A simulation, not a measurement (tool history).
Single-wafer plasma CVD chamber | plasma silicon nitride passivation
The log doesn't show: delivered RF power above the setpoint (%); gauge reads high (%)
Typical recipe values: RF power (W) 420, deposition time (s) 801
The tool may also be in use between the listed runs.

run	day	RF power (W)	deposition time (s)	wafers since the last listed run	hours since the last RF generator calibration	hours since the showerhead was replaced	hours since the gauge calibration	read-back reference wafer on the same gauge, thickness_nm	mean film thickness on the monitor wafer (nm)
1	0.000	440	859	0	1929.0	2543.9	558.0	1093.424	1160.370
2	1.017	420	897	58	1953.4	2568.3	582.4	1093.177	1187.991
# day 2.758: gauge calibrated
3	3.088	420	897	119	2003.1	2618.0	7.9	1072.014	1164.722
4	4.850	420	897	101	2045.4	2660.3	50.2	1073.948	1167.978
5	6.796	480	750	111	2092.1	2707.0	96.9	1074.428	1036.786
6	9.108	480	750	133	2147.6	2762.5	152.4	1078.073	1039.820
7	16.546	480	750	428	2326.1	2941.0	330.9	1082.843	1042.051
8	17.679	420	801	65	2353.3	2968.2	358.1	1084.278	1058.314
9	19.483	420	801	103	2396.6	3011.5	401.4	1085.839	1053.958
# day 20.950: showerhead replaced
10	21.454	420	801	94	2443.9	12.1	448.7	1087.059	1056.252
# day 21.908: RF generator calibrated
11	23.400	370	801	92	35.8	58.8	495.4	1089.143	1004.068
12	25.475	370	801	119	85.6	108.6	545.2	1090.773	1003.527
13	27.242	360	801	101	128.0	151.0	587.6	1092.288	997.501
14	28.704	420	801	84	163.1	186.1	622.7	1093.188	1063.318
15	30.321	385	892	93	201.9	224.9	661.5	1095.119	1142.360
16	31.950	480	750	93	241.0	264.0	700.6	1096.214	1054.100
# day 32.662: gauge calibrated
17	33.392	390	727	82	275.6	298.6	17.5	1070.514	909.274
18	34.429	445	801	59	300.5	323.5	42.4	1070.539	1065.729
19	36.967	350	871	146	361.4	384.4	103.3	1072.540	1047.723
20	38.512	450	904	88	398.5	421.5	140.4	1074.400	1210.255
21	40.629	420	712	121	449.3	472.3	191.2	1075.854	928.511
22	42.154	420	876	87	485.9	508.9	227.8	1077.966	1143.789
23	43.267	385	892	64	512.6	535.6	254.5	1078.363	1122.473
24	46.042	345	857	159	579.2	602.2	321.1	1080.355	1024.699
25	47.379	420	940	76	611.3	634.3	353.2	1082.378	1240.491
26	48.742	445	845	78	644.0	667.0	385.9	1081.969	1138.279
27	49.996	390	684	72	674.1	697.1	416.0	1083.981	870.826

The same runs without the tool's hidden state, with the same run-to-run variation:
run	mean film thickness on the monitor wafer (nm)
1	1136.421
2	1162.571
3	1162.575
4	1164.229
5	1031.899
6	1033.067
7	1029.358
8	1044.512
9	1038.773
10	1039.461
11	986.634
12	984.540
13	977.308
14	1040.631
15	1116.611
16	1029.064
17	909.263
18	1064.856
19	1044.801
20	1205.432
21	923.294
22	1136.021
23	1113.891
24	1014.688
25	1227.106
26	1124.816
27	859.697

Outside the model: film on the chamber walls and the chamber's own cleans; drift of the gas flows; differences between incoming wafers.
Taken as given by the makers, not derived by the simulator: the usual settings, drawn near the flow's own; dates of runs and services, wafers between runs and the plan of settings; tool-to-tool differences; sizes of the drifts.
